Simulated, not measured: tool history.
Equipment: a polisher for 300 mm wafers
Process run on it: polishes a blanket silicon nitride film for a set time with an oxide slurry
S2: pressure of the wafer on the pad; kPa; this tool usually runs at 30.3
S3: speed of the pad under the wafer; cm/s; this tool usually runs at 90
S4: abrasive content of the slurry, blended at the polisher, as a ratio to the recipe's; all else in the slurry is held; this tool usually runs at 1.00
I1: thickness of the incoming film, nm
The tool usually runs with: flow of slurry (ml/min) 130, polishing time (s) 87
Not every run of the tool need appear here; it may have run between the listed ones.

run 1 hour=0.0 | flow_of_slurry_(ml/min)=130 S2=30.3 S3=90 S4=1.00 polishing_time_(s)=87 | I1=365.3 | film_removed_(Å)=752
-- hour=78.1 head pressure recalibrated
run 2 hour=97.8 | flow_of_slurry_(ml/min)=130 S2=30.3 S3=90 S4=1.00 polishing_time_(s)=87 | I1=366.6 | film_removed_(Å)=725
-- hour=123.0 slurry nozzle cleaned
run 3 hour=166.4 | flow_of_slurry_(ml/min)=130 S2=30.3 S3=90 S4=1.00 polishing_time_(s)=87 | I1=369.5 | film_removed_(Å)=747
-- hour=182.8 slurry blender recalibrated
-- hour=188.3 worn pad replaced by a new one
run 4 hour=226.8 | flow_of_slurry_(ml/min)=130 S2=30.3 S3=90 S4=1.15 polishing_time_(s)=87 | I1=367.5 | film_removed_(Å)=801
-- hour=287.9 conditioning disc replaced and pad reconditioned
run 5 hour=297.8 | flow_of_slurry_(ml/min)=130 S2=30.3 S3=90 S4=1.15 polishing_time_(s)=87 | I1=365.9 | film_removed_(Å)=816
run 6 hour=347.2 | flow_of_slurry_(ml/min)=130 S2=30.3 S3=90 S4=1.00 polishing_time_(s)=102 | I1=372.3 | film_removed_(Å)=899
-- hour=435.3 head pressure recalibrated
run 7 hour=499.2 | flow_of_slurry_(ml/min)=130 S2=30.3 S3=90 S4=0.85 polishing_time_(s)=98 | I1=372.0 | film_removed_(Å)=748
-- hour=526.7 slurry nozzle cleaned
run 8 hour=574.1 | flow_of_slurry_(ml/min)=130 S2=30.3 S3=90 S4=0.85 polishing_time_(s)=98 | I1=365.7 | film_removed_(Å)=766
-- hour=576.8 slurry blender recalibrated
-- hour=582.0 worn pad replaced by a new one
-- hour=616.8 conditioning disc replaced and pad reconditioned
run 9 hour=633.1 | flow_of_slurry_(ml/min)=130 S2=30.3 S3=90 S4=1.00 polishing_time_(s)=87 | I1=367.9 | film_removed_(Å)=754
run 10 hour=701.5 | flow_of_slurry_(ml/min)=130 S2=30.3 S3=90 S4=1.00 polishing_time_(s)=87 | I1=371.9 | film_removed_(Å)=764
-- hour=778.8 head pressure recalibrated
run 11 hour=781.3 | flow_of_slurry_(ml/min)=110 S2=30.3 S3=118 S4=1.20 polishing_time_(s)=95 | I1=368.0 | film_removed_(Å)=1005
run 12 hour=830.7 | flow_of_slurry_(ml/min)=130 S2=30.3 S3=90 S4=1.00 polishing_time_(s)=87 | I1=374.1 | film_removed_(Å)=708
-- hour=885.3 slurry nozzle cleaned
run 13 hour=900.6 | flow_of_slurry_(ml/min)=130 S2=38.6 S3=90 S4=1.10 polishing_time_(s)=87 | I1=362.8 | film_removed_(Å)=943
-- hour=920.1 slurry blender recalibrated
-- hour=928.5 worn pad replaced by a new one
-- hour=955.6 conditioning disc replaced and pad reconditioned
run 14 hour=996.2 | flow_of_slurry_(ml/min)=130 S2=30.3 S3=90 S4=1.20 polishing_time_(s)=87 | I1=374.1 | film_removed_(Å)=807
run 15 hour=1079.5 | flow_of_slurry_(ml/min)=130 S2=30.3 S3=90 S4=1.00 polishing_time_(s)=103 | I1=373.9 | film_removed_(Å)=885
-- hour=1136.7 head pressure recalibrated
-- hour=1238.6 slurry blender recalibrated
-- hour=1263.1 slurry nozzle cleaned
-- hour=1280.8 worn pad replaced by a new one
-- hour=1305.4 conditioning disc replaced and pad reconditioned
run 16 hour=1340.7 | flow_of_slurry_(ml/min)=130 S2=26.2 S3=90 S4=0.90 polishing_time_(s)=111 | I1=369.3 | film_removed_(Å)=780
run 17 hour=1408.6 | flow_of_slurry_(ml/min)=130 S2=35.2 S3=90 S4=1.20 polishing_time_(s)=57 | I1=374.9 | film_removed_(Å)=609
run 18 hour=1506.2 | flow_of_slurry_(ml/min)=130 S2=23.4 S3=98 S4=1.00 polishing_time_(s)=87 | I1=366.2 | film_removed_(Å)=664
-- hour=1558.8 slurry blender recalibrated
-- hour=1567.1 head pressure recalibrated
-- hour=1597.7 slurry nozzle cleaned
run 19 hour=1603.1 | flow_of_slurry_(ml/min)=130 S2=30.3 S3=112 S4=1.00 polishing_time_(s)=87 | I1=373.2 | film_removed_(Å)=830
-- hour=1610.9 worn pad replaced by a new one
-- hour=1675.3 conditioning disc replaced and pad reconditioned
run 20 hour=1687.3 | flow_of_slurry_(ml/min)=130 S2=30.3 S3=90 S4=1.00 polishing_time_(s)=87 | I1=365.1 | film_removed_(Å)=724
run 21 hour=1775.9 | flow_of_slurry_(ml/min)=130 S2=30.3 S3=90 S4=1.00 polishing_time_(s)=87 | I1=370.3 | film_removed_(Å)=743

List, for all runs, the conditions of the tool that the log does not record:
removal rate lost through wear of the pad, %: 0 in every run
slurry flow missing at the pad, %: 0 in every run
abrasive missing from the slurry, %: 0 in every run
time polished since the conditioner stopped cutting, s: 0 in every run
H1: deviation of the head's pressure from its setpoint, %
run=1 H1=8.29
run=2 H1=2.44
run=3 H1=4.4
run=4 H1=6.12
run=5 H1=8.14
run=6 H1=9.55
run=7 H1=3.23
run=8 H1=5.37
run=9 H1=7.05
run=10 H1=9
run=11 H1=-1.49
run=12 H1=-0.0758
run=13 H1=1.92
run=14 H1=4.65
run=15 H1=7.02
run=16 H1=4.29
run=17 H1=6.23
run=18 H1=9.01
run=19 H1=-0.102
run=20 H1=2.3
run=21 H1=4.83

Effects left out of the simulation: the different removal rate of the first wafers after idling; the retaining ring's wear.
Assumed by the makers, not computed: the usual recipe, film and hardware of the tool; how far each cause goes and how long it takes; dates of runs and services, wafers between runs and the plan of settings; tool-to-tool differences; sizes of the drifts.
